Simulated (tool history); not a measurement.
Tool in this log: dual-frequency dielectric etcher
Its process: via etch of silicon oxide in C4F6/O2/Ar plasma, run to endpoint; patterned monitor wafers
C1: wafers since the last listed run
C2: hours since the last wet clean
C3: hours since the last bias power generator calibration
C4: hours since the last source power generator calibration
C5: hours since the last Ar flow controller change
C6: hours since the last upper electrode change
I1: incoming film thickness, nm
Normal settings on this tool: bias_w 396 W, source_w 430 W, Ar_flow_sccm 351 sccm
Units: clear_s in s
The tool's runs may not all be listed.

{"run": 1, "hour": 0.0, "bias_w": 396, "source_w": 510, "Ar_flow_sccm": 419, "C1": 0, "C2": 247.8, "C3": 3825.3, "C4": 4276.6, "C5": 2666.2, "C6": 5197.7, "I1": 151.5, "clear_s": 35.2}
{"run": 2, "hour": 35.6, "bias_w": 330, "source_w": 430, "Ar_flow_sccm": 351, "C1": 681, "C2": 283.4, "C3": 3860.9, "C4": 4312.2, "C5": 2701.8, "C6": 5233.3, "I1": 153.4, "clear_s": 40.1}
{"run": 3, "hour": 64.8, "bias_w": 330, "source_w": 430, "Ar_flow_sccm": 351, "C1": 558, "C2": 312.6, "C3": 3890.1, "C4": 4341.4, "C5": 2731, "C6": 5262.5, "I1": 151.4, "clear_s": 39.3}
{"run": 4, "hour": 96.7, "bias_w": 330, "source_w": 430, "Ar_flow_sccm": 351, "C1": 610, "C2": 344.5, "C3": 3922, "C4": 4373.3, "C5": 2762.9, "C6": 5294.4, "I1": 153.2, "clear_s": 40.2}
{"run": 5, "hour": 114.0, "bias_w": 396, "source_w": 430, "Ar_flow_sccm": 351, "C1": 330, "C2": 361.8, "C3": 3939.3, "C4": 4390.6, "C5": 2780.2, "C6": 5311.7, "I1": 151.5, "clear_s": 36.8}
{"run": 6, "hour": 140.5, "bias_w": 396, "source_w": 430, "Ar_flow_sccm": 351, "C1": 506, "C2": 388.3, "C3": 3965.8, "C4": 4417.1, "C5": 2806.7, "C6": 5338.2, "I1": 153.4, "clear_s": 37.2}
{"hour": 161.6, "done": "Ar flow controller replaced"}
{"hour": 197.1, "done": "wet clean of the chamber"}
{"run": 7, "hour": 197.6, "bias_w": 396, "source_w": 430, "Ar_flow_sccm": 351, "C1": 518, "C2": 0.5, "C3": 4022.9, "C4": 4474.2, "C5": 36, "C6": 5395.3, "I1": 152.1, "clear_s": 35}
{"run": 8, "hour": 197.9, "bias_w": 362, "source_w": 390, "Ar_flow_sccm": 306, "C1": 5, "C2": 0.8, "C3": 4023.2, "C4": 4474.5, "C5": 36.3, "C6": 5395.6, "I1": 151.4, "clear_s": 36.8}
{"hour": 228.0, "done": "source power generator calibrated"}
{"run": 9, "hour": 228.5, "bias_w": 480, "source_w": 390, "Ar_flow_sccm": 423, "C1": 508, "C2": 31.4, "C3": 4053.8, "C4": 0.5, "C5": 66.9, "C6": 5426.2, "I1": 152.3, "clear_s": 33.8}
{"hour": 266.1, "done": "upper electrode replaced"}
{"hour": 296.7, "done": "bias power generator calibrated"}
{"run": 10, "hour": 306.5, "bias_w": 396, "source_w": 370, "Ar_flow_sccm": 351, "C1": 956, "C2": 109.4, "C3": 9.8, "C4": 78.5, "C5": 144.9, "C6": 40.4, "I1": 152.7, "clear_s": 37.2}
{"run": 11, "hour": 335.7, "bias_w": 396, "source_w": 430, "Ar_flow_sccm": 351, "C1": 558, "C2": 138.6, "C3": 39, "C4": 107.7, "C5": 174.1, "C6": 69.6, "I1": 151.4, "clear_s": 35.4}
{"run": 12, "hour": 362.4, "bias_w": 396, "source_w": 430, "Ar_flow_sccm": 351, "C1": 510, "C2": 165.3, "C3": 65.7, "C4": 134.4, "C5": 200.8, "C6": 96.3, "I1": 153.5, "clear_s": 35.9}
{"run": 13, "hour": 390.8, "bias_w": 396, "source_w": 430, "Ar_flow_sccm": 351, "C1": 543, "C2": 193.7, "C3": 94.1, "C4": 162.8, "C5": 229.2, "C6": 124.7, "I1": 152.3, "clear_s": 35.6}
{"run": 14, "hour": 414.5, "bias_w": 314, "source_w": 490, "Ar_flow_sccm": 351, "C1": 453, "C2": 217.4, "C3": 117.8, "C4": 186.5, "C5": 252.9, "C6": 148.4, "I1": 152.5, "clear_s": 37.9}
{"run": 15, "hour": 427.7, "bias_w": 396, "source_w": 320, "Ar_flow_sccm": 351, "C1": 252, "C2": 230.6, "C3": 131, "C4": 199.7, "C5": 266.1, "C6": 161.6, "I1": 152.5, "clear_s": 38.8}

Hidden state at the last listed run before each entry between runs and at the first one after, where it differs:
Runs 6 to 7: Ar flow controller replaced (hour 161.6); wet clean of the chamber (hour 197.1)
  etch rate over this chamber's usual, %: -4.34 -> 1.03
  what was measured, less what the result would be without the hidden state, clear_s: +1.6 -> -0.4 s
Runs 8 to 9: source power generator calibrated (hour 228)
  etch rate over this chamber's usual, %: 1.03 -> 0.712
  what was measured, less what the result would be without the hidden state, clear_s: -0.4 -> -0.3 s
Runs 9 to 10: upper electrode replaced (hour 266.1); bias power generator calibrated (hour 296.7)
  etch rate over this chamber's usual, %: 0.712 -> -0.0982
  what was measured, less what the result would be without the hidden state, clear_s: -0.3 -> +0.1 s

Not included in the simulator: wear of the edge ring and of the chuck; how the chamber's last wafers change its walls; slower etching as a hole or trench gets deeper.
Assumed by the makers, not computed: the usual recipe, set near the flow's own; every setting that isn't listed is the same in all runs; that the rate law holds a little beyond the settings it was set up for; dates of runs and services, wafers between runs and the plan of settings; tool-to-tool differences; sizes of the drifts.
